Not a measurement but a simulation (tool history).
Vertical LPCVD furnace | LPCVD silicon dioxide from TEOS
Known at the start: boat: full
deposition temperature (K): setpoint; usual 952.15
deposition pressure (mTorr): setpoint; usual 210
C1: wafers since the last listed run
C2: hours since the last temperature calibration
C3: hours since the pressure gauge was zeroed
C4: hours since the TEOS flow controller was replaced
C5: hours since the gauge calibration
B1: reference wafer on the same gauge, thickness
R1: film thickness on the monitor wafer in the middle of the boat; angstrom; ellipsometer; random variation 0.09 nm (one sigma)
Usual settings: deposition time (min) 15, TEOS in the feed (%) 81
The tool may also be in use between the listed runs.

Run 1, hour 0: usual settings; C1 0; C2 2244; C3 2608; C4 3129; C5 628.6; B1 67.4. Result: R1 621.8 angstrom.
Run 2, hour 16.8: usual settings but deposition time (min) 17.5; C1 358; C2 2260.8; C3 2624.8; C4 3145.8; C5 645.4; B1 67.46. Result: R1 729.4 angstrom.
Run 3, hour 31.6: usual settings but deposition time (min) 18.5; C1 315; C2 2275.6; C3 2639.6; C4 3160.6; C5 660.2; B1 67.41. Result: R1 769.8 angstrom.
Run 4, hour 44.9: usual settings but deposition time (min) 18.5; C1 283; C2 2288.9; C3 2652.9; C4 3173.9; C5 673.5; B1 67.37. Result: R1 768.5 angstrom.
At hour 59.1: gauge calibrated.
At hour 74.5: pressure gauge zeroed.
Run 5, hour 75: usual settings; C1 130; C2 2319; C3 0.5; C4 3204; C5 15.9; B1 67.39. Result: R1 637.9 angstrom.
Run 6, hour 78.4: usual settings; C1 72; C2 2322.4; C3 3.9; C4 3207.4; C5 19.3; B1 67.38. Result: R1 637.9 angstrom.
Run 7, hour 84.3: usual settings; C1 125; C2 2328.3; C3 9.8; C4 3213.3; C5 25.2; B1 67.41. Result: R1 638.4 angstrom.
Run 8, hour 91.3: usual settings; C1 149; C2 2335.3; C3 16.8; C4 3220.3; C5 32.2; B1 67.42. Result: R1 638.1 angstrom.
At hour 130.6: thermocouples replaced and temperature profile calibrated.
Run 9, hour 131.1: usual settings but deposition temperature (K) 944.15; C1 336; C2 0.5; C3 56.6; C4 3260.1; C5 72; B1 67.39. Result: R1 491.8 angstrom.
Run 10, hour 134.5: usual settings but deposition temperature (K) 944.15; C1 72; C2 3.9; C3 60; C4 3263.5; C5 75.4; B1 67.37. Result: R1 493.1 angstrom.
Run 11, hour 137.9: usual settings; C1 40; C2 7.3; C3 63.4; C4 3266.9; C5 78.8; B1 67.41. Result: R1 598 angstrom.
At hour 160.4: TEOS flow controller replaced.
Run 12, hour 160.9: usual settings but deposition temperature (K) 947.15; C1 10; C2 30.3; C3 86.4; C4 0.5; C5 101.8; B1 67.4. Result: R1 528.5 angstrom.
Run 13, hour 171.1: usual settings but deposition temperature (K) 943.15, deposition pressure (mTorr) 260, deposition time (min) 9.5; C1 217; C2 40.5; C3 96.6; C4 10.7; C5 112; B1 67.4. Result: R1 338.3 angstrom.
Run 14, hour 193.8: usual settings but deposition temperature (K) 944.15; C1 484; C2 63.2; C3 119.3; C4 33.4; C5 134.7; B1 67.37. Result: R1 490.4 angstrom.
Run 15, hour 202: usual settings; C1 174; C2 71.4; C3 127.5; C4 41.6; C5 142.9; B1 67.44. Result: R1 597.4 angstrom.
Run 16, hour 211: usual settings; C1 191; C2 80.4; C3 136.5; C4 50.6; C5 151.9; B1 67.44. Result: R1 596.1 angstrom.
Run 17, hour 228.8: usual settings but deposition pressure (mTorr) 180, deposition time (min) 18.5, TEOS in the feed (%) 85; C1 379; C2 98.2; C3 154.3; C4 68.4; C5 169.7; B1 67.4. Result: R1 697.2 angstrom.
Run 18, hour 241.9: usual settings but deposition pressure (mTorr) 190, TEOS in the feed (%) 91; C1 279; C2 111.3; C3 167.4; C4 81.5; C5 182.8; B1 67.43. Result: R1 602.1 angstrom.
Run 19, hour 253.9: usual settings but TEOS in the feed (%) 89; C1 255; C2 123.3; C3 179.4; C4 93.5; C5 194.8; B1 67.39. Result: R1 625.3 angstrom.
Run 20, hour 260.5: usual settings but deposition time (min) 18; C1 140; C2 129.9; C3 186; C4 100.1; C5 201.4; B1 67.39. Result: R1 714.2 angstrom.
Run 21, hour 306.3: usual settings but deposition time (min) 19.5; C1 976; C2 175.7; C3 231.8; C4 145.9; C5 247.2; B1 67.45. Result: R1 777.3 angstrom.
Run 22, hour 331.5: usual settings; C1 537; C2 200.9; C3 257; C4 171.1; C5 272.4; B1 67.46. Result: R1 595.9 angstrom.
Run 23, hour 348.4: usual settings but deposition time (min) 9.5, TEOS in the feed (%) 89; C1 360; C2 217.8; C3 273.9; C4 188; C5 289.3; B1 67.39. Result: R1 395 angstrom.
Run 24, hour 355: usual settings but deposition temperature (K) 956.15, deposition pressure (mTorr) 190, deposition time (min) 20; C1 140; C2 224.4; C3 280.5; C4 194.6; C5 295.9; B1 67.41. Result: R1 831.2 angstrom.
Run 25, hour 372.1: usual settings but deposition temperature (K) 959.15, deposition pressure (mTorr) 175, deposition time (min) 18, TEOS in the feed (%) 74; C1 364; C2 241.5; C3 297.6; C4 211.7; C5 313; B1 67.39. Result: R1 735 angstrom.
Run 26, hour 382.4: usual settings but deposition temperature (K) 944.15; C1 219; C2 251.8; C3 307.9; C4 222; C5 323.3; B1 67.41. Result: R1 488.7 angstrom.
Run 27, hour 388.5: usual settings; C1 130; C2 257.9; C3 314; C4 228.1; C5 329.4; B1 67.41. Result: R1 594.7 angstrom.
Run 28, hour 396.2: usual settings but TEOS in the feed (%) 90; C1 164; C2 265.6; C3 321.7; C4 235.8; C5 337.1; B1 67.42. Result: R1 626.7 angstrom.
Run 29, hour 403.1: usual settings but deposition temperature (K) 945.15; C1 147; C2 272.5; C3 328.6; C4 242.7; C5 344; B1 67.4. Result: R1 501.6 angstrom.
Run 30, hour 416.6: usual settings but deposition temperature (K) 963.15, deposition pressure (mTorr) 165, TEOS in the feed (%) 87; C1 287; C2 286; C3 342.1; C4 256.2; C5 357.5; B1 67.4. Result: R1 709.4 angstrom.

5 ways to go on from here, each from the tool as it stands after run 30. What would each give?
Run A, hour 420.1: usual settings but deposition pressure (mTorr) 230; C1 74; C2 289.5; C3 345.6; C4 259.7; C5 361; B1 ?. Result: R1 ?.
Run B, hour 420.1: usual settings but deposition pressure (mTorr) 225, deposition time (min) 11, TEOS in the feed (%) 66; C1 74; C2 289.5; C3 345.6; C4 259.7; C5 361; B1 ?. Result: R1 ?.
Run C, hour 420.1: usual settings but deposition temperature (K) 944.15, deposition pressure (mTorr) 185, deposition time (min) 20, TEOS in the feed (%) 71; C1 74; C2 289.5; C3 345.6; C4 259.7; C5 361; B1 ?. Result: R1 ?.
Run D, hour 420.1: usual settings but deposition temperature (K) 959.15, deposition time (min) 17.5, TEOS in the feed (%) 89; C1 74; C2 289.5; C3 345.6; C4 259.7; C5 361; B1 ?. Result: R1 ?.
Run E, hour 420.1: usual settings but deposition time (min) 20; C1 74; C2 289.5; C3 345.6; C4 259.7; C5 361; B1 ?. Result: R1 ?.

run     B1     R1
  A  67.39  624.6
  B  67.39  408.9
  C  67.39  573.3
  D  67.39  863.2
  E  67.39    795
Without the tool's hidden state the same runs would have given:
run     R1
  A  627.5
  B  410.8
  C  577.4
  D  868.2
  E  799.5

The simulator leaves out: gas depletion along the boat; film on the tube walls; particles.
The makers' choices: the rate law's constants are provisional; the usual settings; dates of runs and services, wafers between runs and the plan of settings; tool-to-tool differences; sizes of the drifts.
